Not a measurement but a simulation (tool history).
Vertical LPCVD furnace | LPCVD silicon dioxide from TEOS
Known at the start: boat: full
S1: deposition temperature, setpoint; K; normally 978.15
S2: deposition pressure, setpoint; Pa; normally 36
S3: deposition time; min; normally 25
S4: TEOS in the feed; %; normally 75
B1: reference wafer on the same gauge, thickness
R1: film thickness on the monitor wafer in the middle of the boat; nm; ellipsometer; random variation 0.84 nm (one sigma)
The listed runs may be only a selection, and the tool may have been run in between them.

run,hour,S1,S2,S3,S4,B1,R1
1,0,978.15,36,25,75,185.3,216.18
2,102.3,978.15,36,25,75,184.97,219.74
3,147.9,978.15,36,25,75,184.94,219.29
4,227,978.15,36,25,75,185.14,219.89
5,290.4,978.15,36,18.5,75,185.12,162.59
6,361.1,978.15,36,18.5,75,184.75,163.93
# hour 425.1: gauge calibrated
7,632.8,978.15,36,25,75,185.21,222.06
8,693.6,978.15,36,25,75,184.86,221.6
9,780.6,978.15,36,25,75,184.69,225.24
10,854.2,978.15,36,20.5,75,184.82,183.25
11,898.2,978.15,36,20.5,75,184.99,184
12,957.2,978.15,36,20.5,75,185.22,183.99
13,1058.1,968.15,36,20.5,75,185.18,146.44
14,1132.6,966.15,38.7,25,75,184.79,177.32
# hour 1166.9: pressure gauge zeroed
# hour 1186.4: TEOS flow controller replaced
15,1210.8,978.15,36,25,75,185.13,221.97
16,1316.3,978.15,36,25,75,185.15,221.28
17,1416.3,978.15,36,25,75,185.06,222.98
18,1464.4,978.15,32.7,21.5,75,184.55,181.45
19,1512.5,978.15,36,32.5,82,185.04,305.55
20,1700,978.15,36,25,75,185.14,225.91
# hour 1734.6: thermocouples replaced and temperature profile calibrated
21,1738.2,978.15,44.7,22,75,184.83,208.24
22,1809.5,978.15,36,25,71,185.12,206.83
23,1913,984.15,32.7,25,85,185.24,247.34
24,2003.2,967.15,30,25,75,184.96,151.26
25,2082.2,978.15,36,25,75,184.68,214.1
26,2176.7,978.15,36,25,75,185.14,214.7

Expected results for the next run?
27,2273,978.15,40,21.5,75,?,?

Run 27 measured B1 184.9, R1 196.11 nm.
The same run, on a tool lacking any hidden state, would have yielded R1 189.77 nm.

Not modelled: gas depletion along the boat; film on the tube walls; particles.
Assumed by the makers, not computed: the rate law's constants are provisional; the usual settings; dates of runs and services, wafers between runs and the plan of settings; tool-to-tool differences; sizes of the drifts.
